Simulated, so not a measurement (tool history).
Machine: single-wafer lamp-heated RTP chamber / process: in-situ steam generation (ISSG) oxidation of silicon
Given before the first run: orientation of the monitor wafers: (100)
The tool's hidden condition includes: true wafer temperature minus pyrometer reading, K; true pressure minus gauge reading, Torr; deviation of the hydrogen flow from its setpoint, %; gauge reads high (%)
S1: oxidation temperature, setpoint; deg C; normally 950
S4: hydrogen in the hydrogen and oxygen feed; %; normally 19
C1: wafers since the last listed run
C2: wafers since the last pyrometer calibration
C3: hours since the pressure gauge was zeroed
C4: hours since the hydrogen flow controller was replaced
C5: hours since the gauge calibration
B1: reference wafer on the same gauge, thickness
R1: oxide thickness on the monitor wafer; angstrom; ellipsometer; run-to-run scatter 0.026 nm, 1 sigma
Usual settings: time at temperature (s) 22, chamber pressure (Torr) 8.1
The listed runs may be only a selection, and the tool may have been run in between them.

run 1 hour=0.0 | S1=959 time_at_temperature_(s)=22 chamber_pressure_(Torr)=8.1 S4=19 | C1=0 C2=4414 C3=2588.3 C4=6092.8 C5=361.9 | B1=4.224 | R1=47.09
run 2 hour=33.5 | S1=950 time_at_temperature_(s)=22 chamber_pressure_(Torr)=8.1 S4=19 | C1=374 C2=4789 C3=2621.8 C4=6126.3 C5=395.4 | B1=4.237 | R1=45.03
run 3 hour=74.6 | S1=950 time_at_temperature_(s)=22 chamber_pressure_(Torr)=8.1 S4=19 | C1=460 C2=5249 C3=2662.9 C4=6167.4 C5=436.5 | B1=4.236 | R1=45.46
run 4 hour=141.0 | S1=950 time_at_temperature_(s)=22 chamber_pressure_(Torr)=8.1 S4=19 | C1=743 C2=5992 C3=2729.3 C4=6233.8 C5=502.9 | B1=4.224 | R1=45.42
run 5 hour=166.0 | S1=950 time_at_temperature_(s)=22 chamber_pressure_(Torr)=8.1 S4=19 | C1=279 C2=6272 C3=2754.3 C4=6258.8 C5=527.9 | B1=4.236 | R1=46.04
run 6 hour=192.1 | S1=950 time_at_temperature_(s)=22 chamber_pressure_(Torr)=8.1 S4=19 | C1=292 C2=6564 C3=2780.4 C4=6284.9 C5=554.0 | B1=4.228 | R1=45.96
run 7 hour=237.7 | S1=950 time_at_temperature_(s)=22 chamber_pressure_(Torr)=8.1 S4=19 | C1=510 C2=7075 C3=2826.0 C4=6330.5 C5=599.6 | B1=4.237 | R1=45.59
run 8 hour=308.5 | S1=950 time_at_temperature_(s)=22 chamber_pressure_(Torr)=8.1 S4=19 | C1=792 C2=7867 C3=2896.8 C4=6401.3 C5=670.4 | B1=4.237 | R1=46.20
run 9 hour=342.2 | S1=950 time_at_temperature_(s)=22 chamber_pressure_(Torr)=8.1 S4=19 | C1=377 C2=8244 C3=2930.5 C4=6435.0 C5=704.1 | B1=4.229 | R1=45.63
run 10 hour=386.7 | S1=950 time_at_temperature_(s)=22 chamber_pressure_(Torr)=7.5 S4=19 | C1=498 C2=8742 C3=2975.0 C4=6479.5 C5=748.6 | B1=4.224 | R1=46.20
-- hour=421.8 pyrometer window cleaned and pyrometer calibrated
-- hour=451.4 pressure gauge zeroed
run 11 hour=451.9 | S1=950 time_at_temperature_(s)=22 chamber_pressure_(Torr)=7.5 S4=19 | C1=550 C2=246 C3=0.5 C4=6544.7 C5=813.8 | B1=4.232 | R1=44.15
run 12 hour=483.1 | S1=950 time_at_temperature_(s)=22 chamber_pressure_(Torr)=8.1 S4=19 | C1=349 C2=596 C3=31.7 C4=6575.9 C5=845.0 | B1=4.236 | R1=44.57
run 13 hour=550.5 | S1=950 time_at_temperature_(s)=22 chamber_pressure_(Torr)=8.9 S4=19 | C1=754 C2=1350 C3=99.1 C4=6643.3 C5=912.4 | B1=4.230 | R1=44.78
-- hour=562.4 hydrogen flow controller replaced
run 14 hour=582.6 | S1=930 time_at_temperature_(s)=28 chamber_pressure_(Torr)=8.6 S4=19 | C1=269 C2=1620 C3=131.2 C4=20.2 C5=944.5 | B1=4.237 | R1=47.05
run 15 hour=648.9 | S1=950 time_at_temperature_(s)=30 chamber_pressure_(Torr)=8.1 S4=19 | C1=742 C2=2362 C3=197.5 C4=86.5 C5=1010.8 | B1=4.230 | R1=51.84
-- hour=700.7 gauge calibrated
run 16 hour=701.4 | S1=950 time_at_temperature_(s)=22 chamber_pressure_(Torr)=8.1 S4=19 | C1=587 C2=2950 C3=250.0 C4=139.0 C5=0.7 | B1=4.227 | R1=45.57
run 17 hour=737.0 | S1=967 time_at_temperature_(s)=22 chamber_pressure_(Torr)=8.1 S4=26 | C1=398 C2=3348 C3=285.6 C4=174.6 C5=36.3 | B1=4.225 | R1=51.97
run 18 hour=794.9 | S1=944 time_at_temperature_(s)=22 chamber_pressure_(Torr)=8.1 S4=23 | C1=648 C2=3996 C3=343.5 C4=232.5 C5=94.2 | B1=4.230 | R1=47.08
run 19 hour=844.4 | S1=938 time_at_temperature_(s)=22 chamber_pressure_(Torr)=8.1 S4=11 | C1=554 C2=4550 C3=393.0 C4=282.0 C5=143.7 | B1=4.228 | R1=39.09
run 20 hour=1024.3 | S1=950 time_at_temperature_(s)=18 chamber_pressure_(Torr)=7.2 S4=11 | C1=2013 C2=6564 C3=572.9 C4=461.9 C5=323.6 | B1=4.235 | R1=37.10
run 21 hour=1072.3 | S1=950 time_at_temperature_(s)=13 chamber_pressure_(Torr)=8.5 S4=22 | C1=537 C2=7101 C3=620.9 C4=509.9 C5=371.6 | B1=4.229 | R1=38.77
run 22 hour=1143.3 | S1=934 time_at_temperature_(s)=16 chamber_pressure_(Torr)=8.6 S4=19 | C1=794 C2=7896 C3=691.9 C4=580.9 C5=442.6 | B1=4.232 | R1=38.48
run 23 hour=1174.8 | S1=950 time_at_temperature_(s)=22 chamber_pressure_(Torr)=7.6 S4=26 | C1=352 C2=8248 C3=723.4 C4=612.4 C5=474.1 | B1=4.234 | R1=49.70

Per-run results on a tool with no hidden state, each run keeping its own random variation:
run=1 R1=46.21
run=2 R1=44.17
run=3 R1=44.50
run=4 R1=44.33
run=5 R1=44.88
run=6 R1=44.75
run=7 R1=44.30
run=8 R1=44.76
run=9 R1=44.13
run=10 R1=44.59
run=11 R1=44.03
run=12 R1=44.39
run=13 R1=44.46
run=14 R1=46.66
run=15 R1=51.20
run=16 R1=44.95
run=17 R1=51.10
run=18 R1=46.28
run=19 R1=38.38
run=20 R1=36.16
run=21 R1=37.82
run=22 R1=37.45
run=23 R1=47.98

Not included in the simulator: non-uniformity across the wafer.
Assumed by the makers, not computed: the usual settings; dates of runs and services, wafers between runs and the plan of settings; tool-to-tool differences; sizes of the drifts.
